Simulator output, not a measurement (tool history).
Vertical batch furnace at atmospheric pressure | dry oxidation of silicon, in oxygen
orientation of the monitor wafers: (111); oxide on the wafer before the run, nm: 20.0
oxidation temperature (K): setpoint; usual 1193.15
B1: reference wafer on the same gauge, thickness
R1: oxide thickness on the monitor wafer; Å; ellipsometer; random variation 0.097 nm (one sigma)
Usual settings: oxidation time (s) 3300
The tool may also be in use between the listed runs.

{"run": 1, "hour": 0.0, "oxidation temperature (K)": 1178.15, "oxidation time (s)": 3300, "B1": 31.55, "R1": 345.3}
{"run": 2, "hour": 53.8, "oxidation temperature (K)": 1193.15, "oxidation time (s)": 3300, "B1": 31.65, "R1": 380.5}
{"run": 3, "hour": 104.5, "oxidation temperature (K)": 1207.15, "oxidation time (s)": 3300, "B1": 31.7, "R1": 417.9}
{"run": 4, "hour": 184.4, "oxidation temperature (K)": 1193.15, "oxidation time (s)": 3300, "B1": 31.79, "R1": 384.7}
{"run": 5, "hour": 242.3, "oxidation temperature (K)": 1193.15, "oxidation time (s)": 3300, "B1": 31.83, "R1": 383.7}
{"run": 6, "hour": 306.9, "oxidation temperature (K)": 1193.15, "oxidation time (s)": 3300, "B1": 31.89, "R1": 384.2}
{"run": 7, "hour": 384.7, "oxidation temperature (K)": 1182.15, "oxidation time (s)": 3300, "B1": 31.92, "R1": 359.8}
{"run": 8, "hour": 536.0, "oxidation temperature (K)": 1182.15, "oxidation time (s)": 3300, "B1": 32.01, "R1": 360.2}
{"run": 9, "hour": 607.7, "oxidation temperature (K)": 1209.15, "oxidation time (s)": 3300, "B1": 32.04, "R1": 427.9}
{"run": 10, "hour": 662.1, "oxidation temperature (K)": 1193.15, "oxidation time (s)": 3300, "B1": 32.05, "R1": 387.1}
{"run": 11, "hour": 706.3, "oxidation temperature (K)": 1193.15, "oxidation time (s)": 3300, "B1": 32.06, "R1": 387.4}
{"hour": 755.4, "done": "boat lift adjusted"}
{"run": 12, "hour": 806.8, "oxidation temperature (K)": 1193.15, "oxidation time (s)": 3300, "B1": 32.07, "R1": 386.7}
{"run": 13, "hour": 1046.3, "oxidation temperature (K)": 1193.15, "oxidation time (s)": 2580, "B1": 32.14, "R1": 348.0}
{"run": 14, "hour": 1146.1, "oxidation temperature (K)": 1193.15, "oxidation time (s)": 2580, "B1": 32.14, "R1": 348.3}
{"hour": 1196.8, "done": "thermocouples replaced and temperature profile calibrated"}
{"run": 15, "hour": 1216.6, "oxidation temperature (K)": 1193.15, "oxidation time (s)": 3300, "B1": 32.13, "R1": 388.0}
{"hour": 1346.5, "done": "gauge calibrated"}
{"run": 16, "hour": 1416.7, "oxidation temperature (K)": 1171.15, "oxidation time (s)": 3750, "B1": 31.78, "R1": 351.7}
{"run": 17, "hour": 1455.4, "oxidation temperature (K)": 1186.15, "oxidation time (s)": 4650, "B1": 31.83, "R1": 430.7}
{"run": 18, "hour": 1528.9, "oxidation temperature (K)": 1209.15, "oxidation time (s)": 3300, "B1": 31.91, "R1": 424.8}
{"run": 19, "hour": 1634.6, "oxidation temperature (K)": 1193.15, "oxidation time (s)": 3300, "B1": 31.98, "R1": 385.2}
{"run": 20, "hour": 1734.5, "oxidation temperature (K)": 1185.15, "oxidation time (s)": 4500, "B1": 32.09, "R1": 426.3}
{"run": 21, "hour": 1814.2, "oxidation temperature (K)": 1203.15, "oxidation time (s)": 4380, "B1": 32.12, "R1": 478.6}
{"run": 22, "hour": 1897.0, "oxidation temperature (K)": 1174.15, "oxidation time (s)": 2010, "B1": 32.16, "R1": 284.8}
{"run": 23, "hour": 1936.3, "oxidation temperature (K)": 1205.15, "oxidation time (s)": 3300, "B1": 32.18, "R1": 418.5}
{"run": 24, "hour": 2012.1, "oxidation temperature (K)": 1182.15, "oxidation time (s)": 2040, "B1": 32.21, "R1": 300.1}
{"run": 25, "hour": 2103.1, "oxidation temperature (K)": 1193.15, "oxidation time (s)": 3300, "B1": 32.22, "R1": 389.0}
{"run": 26, "hour": 2211.1, "oxidation temperature (K)": 1169.15, "oxidation time (s)": 2820, "B1": 32.26, "R1": 315.4}
{"run": 27, "hour": 2305.0, "oxidation temperature (K)": 1175.15, "oxidation time (s)": 3300, "B1": 32.28, "R1": 347.1}
{"run": 28, "hour": 2343.6, "oxidation temperature (K)": 1170.15, "oxidation time (s)": 2280, "B1": 32.28, "R1": 292.2}
{"run": 29, "hour": 2397.4, "oxidation temperature (K)": 1193.15, "oxidation time (s)": 1650, "B1": 32.3, "R1": 293.1}

Forecast each of these 4 alternatives for the next run:
{"run": "A", "hour": 2402.9, "oxidation temperature (K)": 1193.15, "oxidation time (s)": 3300, "B1": "?", "R1": "?"}
{"run": "B", "hour": 2402.9, "oxidation temperature (K)": 1207.15, "oxidation time (s)": 2100, "B1": "?", "R1": "?"}
{"run": "C", "hour": 2402.9, "oxidation temperature (K)": 1212.15, "oxidation time (s)": 3960, "B1": "?", "R1": "?"}
{"run": "D", "hour": 2402.9, "oxidation temperature (K)": 1203.15, "oxidation time (s)": 4230, "B1": "?", "R1": "?"}

run=A B1=32.30 R1=389.4
run=B B1=32.30 R1=345.7
run=C B1=32.30 R1=481.2
run=D B1=32.30 R1=470.1
Without the tool's hidden state the same runs would have given:
run=A R1=379.8
run=B R1=337.2
run=C R1=469.4
run=D R1=458.6

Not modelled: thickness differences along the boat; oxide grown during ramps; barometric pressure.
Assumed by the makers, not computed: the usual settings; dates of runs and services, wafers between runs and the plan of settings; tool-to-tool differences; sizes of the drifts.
